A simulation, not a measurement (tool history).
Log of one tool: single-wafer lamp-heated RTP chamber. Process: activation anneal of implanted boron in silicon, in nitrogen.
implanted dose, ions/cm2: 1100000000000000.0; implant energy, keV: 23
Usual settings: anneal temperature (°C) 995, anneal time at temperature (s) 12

| run | hour | anneal temperature (°C) | anneal time at temperature (s) | wafers since the last listed run | wafers since the last pyrometer calibration | wafers since the reflector plate was cleaned | hours since the gauge calibration | read-back reference wafer on the same gauge, sheet resistance | sheet resistance of the implanted and annealed layer (ohm/square) |
|---|---|---|---|---|---|---|---|---|---|
| 1 | 0 | 995 | 7 | 0 | 7560 | 10687 | 57.8 | 134.98 | 111.21 |
| 2 | 9.4 | 995 | 7 | 99 | 7659 | 10786 | 67.2 | 134.97 | 111.38 |
| 3 | 24.2 | 1012 | 12 | 156 | 7816 | 10942 | 82 | 134.84 | 107.2 |
| 4 | 36.6 | 1012 | 12 | 130 | 7946 | 11073 | 94.4 | 135.07 | 107.53 |
| 5 | 52.9 | 995 | 12 | 172 | 8119 | 11245 | 110.7 | 135.02 | 110.08 |
|  | 60.1 | gauge calibrated |
| 6 | 68.5 | 1001 | 12 | 164 | 8283 | 11410 | 8.4 | 134.96 | 108.92 |
| 7 | 75.4 | 985 | 8 | 72 | 8356 | 11483 | 15.3 | 134.87 | 114.4 |
| 8 | 83 | 985 | 8 | 80 | 8437 | 11563 | 22.9 | 135 | 114.33 |
|  | 102.8 | pyrometer window cleaned and pyrometer calibrated |
| 9 | 103.3 | 995 | 12 | 129 | 4 | 11693 | 43.2 | 135.07 | 113.51 |
| 10 | 108 | 1023 | 18 | 49 | 54 | 11743 | 47.9 | 134.99 | 106.83 |
| 11 | 117.6 | 1014 | 15 | 101 | 155 | 11844 | 57.5 | 135.11 | 108.28 |
|  | 138.3 | reflector plate cleaned |
| 12 | 138.8 | 995 | 12 | 139 | 295 | 4 | 78.7 | 135.06 | 113.03 |
| 13 | 140.2 | 1005 | 7 | 14 | 310 | 19 | 80.1 | 134.97 | 110.96 |
| 14 | 151.7 | 995 | 7 | 121 | 431 | 141 | 91.6 | 134.98 | 114.61 |

The next listed run, before its measurement:
| 15 | 169.4 | 1022 | 12 | 186 | 618 | 328 | 109.3 | ? | ? |

read-back reference wafer on the same gauge, sheet resistance: 134.98
sheet resistance of the implanted and annealed layer (ohm/square): 107.15
Without the tool's hidden state the same run would have given sheet resistance of the implanted and annealed layer (ohm/square) 107.51.

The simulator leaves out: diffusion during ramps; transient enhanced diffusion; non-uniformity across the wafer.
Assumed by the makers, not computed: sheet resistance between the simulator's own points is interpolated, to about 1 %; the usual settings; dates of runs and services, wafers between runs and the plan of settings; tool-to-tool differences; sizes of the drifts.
